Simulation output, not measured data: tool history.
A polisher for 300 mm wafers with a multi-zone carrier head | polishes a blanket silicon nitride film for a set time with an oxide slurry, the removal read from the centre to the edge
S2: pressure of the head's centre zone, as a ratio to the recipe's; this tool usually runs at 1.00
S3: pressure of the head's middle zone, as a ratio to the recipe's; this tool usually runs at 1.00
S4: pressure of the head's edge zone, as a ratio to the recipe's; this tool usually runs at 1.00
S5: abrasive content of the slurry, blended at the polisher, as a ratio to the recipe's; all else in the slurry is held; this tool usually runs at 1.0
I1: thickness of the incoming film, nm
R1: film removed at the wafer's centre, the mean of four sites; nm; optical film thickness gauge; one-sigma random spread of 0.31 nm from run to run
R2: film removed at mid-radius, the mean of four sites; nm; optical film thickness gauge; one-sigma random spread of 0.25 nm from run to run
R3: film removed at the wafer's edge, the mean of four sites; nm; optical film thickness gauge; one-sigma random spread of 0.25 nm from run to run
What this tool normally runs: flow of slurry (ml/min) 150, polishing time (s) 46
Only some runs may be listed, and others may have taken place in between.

run 1 hour=0.0 | flow_of_slurry_(ml/min)=150 S2=1.00 S3=1.00 S4=1.00 S5=1.0 polishing_time_(s)=46 | I1=401.8 | R1=37.0 R2=38.6 R3=38.6
run 2 hour=71.8 | flow_of_slurry_(ml/min)=150 S2=1.00 S3=0.97 S4=1.00 S5=1.0 polishing_time_(s)=46 | I1=409.4 | R1=36.5 R2=37.7 R3=39.4
run 3 hour=110.9 | flow_of_slurry_(ml/min)=150 S2=1.00 S3=0.97 S4=1.00 S5=1.0 polishing_time_(s)=46 | I1=413.0 | R1=36.9 R2=37.6 R3=39.2
-- hour=127.9 carrier head's membrane replaced by a new one
-- hour=130.9 worn pad replaced by a new one
run 4 hour=174.2 | flow_of_slurry_(ml/min)=150 S2=1.00 S3=0.97 S4=1.00 S5=1.0 polishing_time_(s)=46 | I1=406.2 | R1=36.4 R2=37.4 R3=39.1
-- hour=177.8 centre zone pressure recalibrated
run 5 hour=199.1 | flow_of_slurry_(ml/min)=150 S2=1.00 S3=1.00 S4=1.00 S5=1.0 polishing_time_(s)=46 | I1=408.7 | R1=34.0 R2=38.5 R3=39.0
run 6 hour=237.0 | flow_of_slurry_(ml/min)=150 S2=1.00 S3=1.00 S4=1.00 S5=1.0 polishing_time_(s)=46 | I1=408.1 | R1=33.7 R2=38.8 R3=38.9
-- hour=267.6 slurry nozzle cleaned
run 7 hour=291.7 | flow_of_slurry_(ml/min)=150 S2=1.00 S3=1.00 S4=1.00 S5=1.0 polishing_time_(s)=46 | I1=407.9 | R1=33.7 R2=38.4 R3=39.4
run 8 hour=329.2 | flow_of_slurry_(ml/min)=150 S2=1.00 S3=1.00 S4=1.00 S5=1.0 polishing_time_(s)=46 | I1=405.4 | R1=34.1 R2=38.5 R3=39.2
-- hour=339.6 worn pad replaced by a new one
run 9 hour=397.8 | flow_of_slurry_(ml/min)=150 S2=1.00 S3=1.00 S4=1.00 S5=1.0 polishing_time_(s)=46 | I1=408.5 | R1=34.0 R2=38.3 R3=39.4
-- hour=419.8 centre zone pressure recalibrated, repeated, since the last time left the tool worse
run 10 hour=436.6 | flow_of_slurry_(ml/min)=150 S2=1.00 S3=0.92 S4=1.00 S5=1.0 polishing_time_(s)=46 | I1=403.4 | R1=39.2 R2=35.7 R3=38.7
run 11 hour=473.8 | flow_of_slurry_(ml/min)=150 S2=1.00 S3=1.00 S4=1.00 S5=1.0 polishing_time_(s)=38 | I1=417.2 | R1=32.6 R2=31.9 R3=32.2
run 12 hour=527.4 | flow_of_slurry_(ml/min)=150 S2=0.90 S3=0.95 S4=0.92 S5=0.7 polishing_time_(s)=46 | I1=411.2 | R1=30.1 R2=31.0 R3=32.3
-- hour=557.0 worn pad replaced by a new one
run 13 hour=559.9 | flow_of_slurry_(ml/min)=150 S2=1.00 S3=1.07 S4=0.90 S5=1.0 polishing_time_(s)=46 | I1=404.9 | R1=39.0 R2=40.6 R3=38.5
-- hour=585.4 edge zone pressure recalibrated
run 14 hour=598.5 | flow_of_slurry_(ml/min)=150 S2=1.00 S3=1.06 S4=1.00 S5=1.0 polishing_time_(s)=46 | I1=408.0 | R1=38.6 R2=40.7 R3=39.1
-- hour=600.9 slurry nozzle cleaned
-- hour=629.3 carrier head's membrane replaced by a new one
run 15 hour=647.0 | flow_of_slurry_(ml/min)=150 S2=1.00 S3=1.00 S4=1.00 S5=0.7 polishing_time_(s)=34 | I1=409.3 | R1=23.9 R2=24.0 R3=24.0
run 16 hour=697.8 | flow_of_slurry_(ml/min)=150 S2=1.00 S3=1.00 S4=1.00 S5=1.0 polishing_time_(s)=46 | I1=407.2 | R1=38.6 R2=38.4 R3=39.6
run 17 hour=727.2 | flow_of_slurry_(ml/min)=150 S2=1.00 S3=1.00 S4=1.00 S5=1.1 polishing_time_(s)=46 | I1=414.9 | R1=40.2 R2=40.2 R3=40.7
-- hour=754.8 worn pad replaced by a new one
run 18 hour=767.6 | flow_of_slurry_(ml/min)=150 S2=1.00 S3=1.00 S4=1.00 S5=1.1 polishing_time_(s)=46 | I1=415.0 | R1=40.5 R2=40.0 R3=40.8
run 19 hour=798.4 | flow_of_slurry_(ml/min)=150 S2=1.00 S3=1.00 S4=1.00 S5=1.0 polishing_time_(s)=46 | I1=407.4 | R1=38.6 R2=38.7 R3=38.9
run 20 hour=857.1 | flow_of_slurry_(ml/min)=150 S2=1.00 S3=1.00 S4=1.00 S5=1.0 polishing_time_(s)=46 | I1=412.7 | R1=38.9 R2=38.4 R3=39.3

What if the next run were any one of these 5? Each begins from the tool's condition after run 20:
run A hour=857.5 | flow_of_slurry_(ml/min)=150 S2=1.00 S3=1.00 S4=1.00 S5=1.0 polishing_time_(s)=46 | I1=410.0 | R1=? R2=? R3=?
run B hour=857.5 | flow_of_slurry_(ml/min)=130 S2=1.00 S3=0.91 S4=1.00 S5=1.0 polishing_time_(s)=46 | I1=410.0 | R1=? R2=? R3=?
run C hour=857.5 | flow_of_slurry_(ml/min)=150 S2=1.00 S3=1.00 S4=0.94 S5=1.0 polishing_time_(s)=46 | I1=410.0 | R1=? R2=? R3=?
run D hour=857.5 | flow_of_slurry_(ml/min)=150 S2=0.95 S3=1.00 S4=1.00 S5=1.0 polishing_time_(s)=52 | I1=410.0 | R1=? R2=? R3=?
run E hour=857.5 | flow_of_slurry_(ml/min)=130 S2=1.09 S3=1.00 S4=0.90 S5=1.1 polishing_time_(s)=46 | I1=410.0 | R1=? R2=? R3=?

run=A R1=38.8 R2=38.5 R3=39.0
run=B R1=37.6 R2=34.6 R3=38.2
run=C R1=38.8 R2=38.5 R3=38.2
run=D R1=41.9 R2=43.5 R3=44.1
run=E R1=42.4 R2=39.0 R3=38.5
What these runs would have given with no unlogged condition in the tool:
run=A R1=39.6 R2=38.4 R3=39.0
run=B R1=38.3 R2=34.6 R3=38.2
run=C R1=39.6 R2=38.5 R3=38.2
run=D R1=42.7 R2=43.5 R3=44.1
run=E R1=43.1 R2=38.9 R3=38.5

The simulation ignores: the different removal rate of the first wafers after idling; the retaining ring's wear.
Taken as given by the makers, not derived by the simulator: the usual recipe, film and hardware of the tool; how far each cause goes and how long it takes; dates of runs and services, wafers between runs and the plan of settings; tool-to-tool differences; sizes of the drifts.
